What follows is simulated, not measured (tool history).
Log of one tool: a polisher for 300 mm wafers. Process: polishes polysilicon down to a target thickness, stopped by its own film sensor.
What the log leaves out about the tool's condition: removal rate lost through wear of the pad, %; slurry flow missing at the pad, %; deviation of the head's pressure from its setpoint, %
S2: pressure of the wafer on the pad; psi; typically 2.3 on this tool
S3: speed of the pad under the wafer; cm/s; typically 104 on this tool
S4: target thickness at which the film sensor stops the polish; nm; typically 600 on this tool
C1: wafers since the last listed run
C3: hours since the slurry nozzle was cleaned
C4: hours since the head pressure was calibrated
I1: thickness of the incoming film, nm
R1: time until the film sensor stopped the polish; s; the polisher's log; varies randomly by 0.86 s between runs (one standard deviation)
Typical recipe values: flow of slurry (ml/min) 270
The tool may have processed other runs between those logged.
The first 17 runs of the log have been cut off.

run 18 day=21.321 | flow_of_slurry_(ml/min)=235 S2=2.1 S3=124 S4=552 | C1=247 wafers_polished_on_this_pad=1412 C3=69.7 C4=205.8 | I1=936.4 | R1=48.3
run 19 day=22.508 | flow_of_slurry_(ml/min)=215 S2=2.3 S3=122 S4=600 | C1=309 wafers_polished_on_this_pad=1721 C3=98.2 C4=234.3 | I1=944.7 | R1=41.0
-- day=22.771 worn pad replaced by a new one
run 20 day=23.417 | flow_of_slurry_(ml/min)=270 S2=2.3 S3=104 S4=600 | C1=193 wafers_polished_on_this_pad=167 C3=120.0 C4=256.1 | I1=939.3 | R1=43.9
run 21 day=24.346 | flow_of_slurry_(ml/min)=235 S2=2.1 S3=104 S4=676 | C1=241 wafers_polished_on_this_pad=409 C3=142.3 C4=278.4 | I1=929.3 | R1=38.9
run 22 day=25.475 | flow_of_slurry_(ml/min)=190 S2=1.7 S3=114 S4=600 | C1=294 wafers_polished_on_this_pad=703 C3=169.4 C4=305.5 | I1=930.1 | R1=58.9
-- day=28.542 slurry nozzle cleaned
run 23 day=28.879 | flow_of_slurry_(ml/min)=270 S2=1.7 S3=104 S4=600 | C1=875 wafers_polished_on_this_pad=1579 C3=8.1 C4=387.2 | I1=935.5 | R1=61.8
run 24 day=30.371 | flow_of_slurry_(ml/min)=270 S2=2.3 S3=78 S4=600 | C1=388 wafers_polished_on_this_pad=1968 C3=43.9 C4=423.0 | I1=933.7 | R1=59.2
-- day=30.779 worn pad replaced by a new one
run 25 day=31.417 | flow_of_slurry_(ml/min)=345 S2=2.3 S3=92 S4=496 | C1=228 wafers_polished_on_this_pad=165 C3=69.0 C4=448.1 | I1=921.3 | R1=61.6
run 26 day=32.825 | flow_of_slurry_(ml/min)=270 S2=1.8 S3=104 S4=600 | C1=366 wafers_polished_on_this_pad=532 C3=102.8 C4=481.9 | I1=941.3 | R1=59.2
run 27 day=33.342 | flow_of_slurry_(ml/min)=270 S2=2.3 S3=104 S4=600 | C1=134 wafers_polished_on_this_pad=667 C3=115.2 C4=494.3 | I1=921.8 | R1=42.9
run 28 day=33.933 | flow_of_slurry_(ml/min)=270 S2=2.3 S3=126 S4=600 | C1=154 wafers_polished_on_this_pad=821 C3=129.4 C4=508.5 | I1=941.7 | R1=37.3
run 29 day=35.329 | flow_of_slurry_(ml/min)=270 S2=2.3 S3=104 S4=600 | C1=363 wafers_polished_on_this_pad=1184 C3=162.9 C4=542.0 | I1=932.1 | R1=45.7
-- day=35.883 head pressure recalibrated
run 30 day=36.408 | flow_of_slurry_(ml/min)=330 S2=2.3 S3=134 S4=556 | C1=259 wafers_polished_on_this_pad=1444 C3=188.8 C4=12.6 | I1=943.6 | R1=40.0
run 31 day=37.296 | flow_of_slurry_(ml/min)=235 S2=2.9 S3=104 S4=704 | C1=231 wafers_polished_on_this_pad=1675 C3=210.1 C4=33.9 | I1=928.5 | R1=24.9
run 32 day=38.458 | flow_of_slurry_(ml/min)=300 S2=2.8 S3=80 S4=494 | C1=302 wafers_polished_on_this_pad=1978 C3=238.0 C4=61.8 | I1=944.1 | R1=65.0
-- day=38.867 worn pad replaced by a new one
run 33 day=39.071 | flow_of_slurry_(ml/min)=185 S2=2.3 S3=104 S4=510 | C1=116 wafers_polished_on_this_pad=53 C3=252.7 C4=76.5 | I1=930.8 | R1=64.4

Each row is a separate what-if for the run after 33, all from the same tool condition, not one after another. Results?
run A day=39.088 | flow_of_slurry_(ml/min)=270 S2=2.3 S3=122 S4=600 | C1=4 wafers_polished_on_this_pad=57 C3=253.1 C4=76.9 | I1=924.4 | R1=?
run B day=39.088 | flow_of_slurry_(ml/min)=340 S2=2.3 S3=104 S4=527 | C1=4 wafers_polished_on_this_pad=57 C3=253.1 C4=76.9 | I1=924.4 | R1=?
run C day=39.088 | flow_of_slurry_(ml/min)=350 S2=2.3 S3=104 S4=600 | C1=4 wafers_polished_on_this_pad=57 C3=253.1 C4=76.9 | I1=924.4 | R1=?
run D day=39.088 | flow_of_slurry_(ml/min)=210 S2=1.6 S3=104 S4=600 | C1=4 wafers_polished_on_this_pad=57 C3=253.1 C4=76.9 | I1=924.4 | R1=?

run=A R1=38.6
run=B R1=53.9
run=C R1=43.9
run=D R1=68.0
Without the tool's hidden state the same runs would have given:
run=A R1=37.3
run=B R1=52.4
run=C R1=42.7
run=D R1=64.9
